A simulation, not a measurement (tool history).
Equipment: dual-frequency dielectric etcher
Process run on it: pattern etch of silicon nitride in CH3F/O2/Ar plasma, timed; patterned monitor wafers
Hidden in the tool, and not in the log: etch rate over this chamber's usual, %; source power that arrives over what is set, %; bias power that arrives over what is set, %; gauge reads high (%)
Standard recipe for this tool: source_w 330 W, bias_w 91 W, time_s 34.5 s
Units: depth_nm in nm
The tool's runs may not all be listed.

run,day,source_w,bias_w,time_s,wafers since the last listed run,hours since the last wet clean,hours since the last source power generator calibration,hours since the last bias power generator calibration,hours since the last upper electrode change,hours since the gauge calibration,"read-back reference wafer on the same gauge, depth_nm",depth_nm
1,0,280,91,34.5,0,368.6,1997.9,1083.2,2705.9,672.6,29.62,24.63
2,3.983,330,98,34.5,1436,464.2,2093.5,1178.8,2801.5,768.2,29.58,26.68
3,8.329,330,98,34.5,1566,568.5,2197.8,1283.1,2905.8,872.5,29.55,26.71
# day 9.962: wet clean of the chamber
4,11.117,330,98,34.5,644,27.7,2264.7,1350,2972.7,939.4,29.45,26.5
5,23.521,330,91,34.5,4471,325.4,2562.4,1647.7,3270.4,1237.1,29.36,25.87
6,26.146,330,91,34.5,946,388.4,2625.4,1710.7,3333.4,1300.1,29.29,25.94
7,29.812,330,108,34.5,1321,476.4,2713.4,1798.7,3421.4,1388.1,29.27,27.17
8,33.308,330,108,34.5,1260,560.3,2797.3,1882.6,3505.3,1472,29.24,27.2
# day 34.875: wet clean of the chamber
9,37.696,330,108,34.5,1221,67.7,2902.6,1987.9,3610.6,1577.3,29.16,26.71
10,39.783,330,91,38,752,117.8,2952.7,2038,3660.7,1627.4,29.15,28.37
11,41.625,330,91,38,663,162,2996.9,2082.2,3704.9,1671.6,29.14,28.26
12,44.592,270,91,34.5,1069,233.2,3068.1,2153.4,3776.1,1742.8,29.11,24.16
13,47.204,270,91,34.5,941,295.9,3130.8,2216.1,3838.8,1805.5,29.04,23.87
14,50.433,330,91,45,1164,373.4,3208.3,2293.6,3916.3,1883,29.04,33.14
15,54.042,370,91,24.5,1300,460,3294.9,2380.2,4002.9,1969.6,28.97,18.79
16,58.358,330,91,34.5,1556,563.6,3398.5,2483.8,4106.5,2073.2,28.91,25.73
# day 60.938: wet clean of the chamber
# day 61.054: bias power generator calibrated
17,62.325,330,91,34.5,1028,33.3,3493.7,30.5,4201.7,2168.4,28.89,25.46
18,64.242,290,110,30,691,79.3,3539.7,76.5,4247.7,2214.4,28.86,22.26
19,66.8,330,104,31,922,140.7,3601.1,137.9,4309.1,2275.8,28.84,23.65
20,68.838,330,91,34.5,734,189.6,3650,186.8,4358,2324.7,28.8,25.52
# day 73.321: upper electrode replaced
21,80.033,370,108,40,3675,458.3,3918.7,455.5,161.1,2593.4,28.67,31.85
22,82.712,300,91,26.5,965,522.6,3983,519.8,225.4,2657.7,28.64,18.78
# day 82.788: gauge calibrated
# day 84.083: wet clean of the chamber
23,84.233,330,108,34.5,187,3.6,4019.5,556.3,261.9,34.7,30.14,27.87
# day 86.058: source power generator calibrated
24,88.642,330,91,34.5,1529,109.4,62,662.1,367.7,140.5,30.11,26.4
25,92.933,310,91,40,1547,212.4,165,765.1,470.7,243.5,30.05,30.31
26,95.025,330,78,39.5,754,262.6,215.2,815.3,520.9,293.7,30,29.34
27,101.308,410,110,29.5,2265,413.4,366,966.1,671.7,444.5,29.96,25.36
28,103.754,290,110,30,881,472.1,424.7,1024.8,730.4,503.2,29.92,23.06
# day 109.104: wet clean of the chamber
29,115.262,300,80,34.5,3788,147.8,700.9,1301,1006.6,779.4,29.77,24.45

What if the next run were any one of these 4? Each begins from the tool's condition after run 29:
A,115.279,330,91,37.5,6,148.2,701.3,1301.4,1007,779.8,?,?
B,115.279,250,91,39.5,6,148.2,701.3,1301.4,1007,779.8,?,?
C,115.279,360,82,45,6,148.2,701.3,1301.4,1007,779.8,?,?
D,115.279,390,91,31,6,148.2,701.3,1301.4,1007,779.8,?,?

run,"read-back reference wafer on the same gauge, depth_nm",depth_nm
A,29.78,28.54
B,29.78,27.28
C,29.78,34.5
D,29.78,25.04
The same runs, with their run-to-run variation unchanged, on a tool lacking any hidden condition would have given:
run,depth_nm
A,28.85
B,27.57
C,34.87
D,25.31
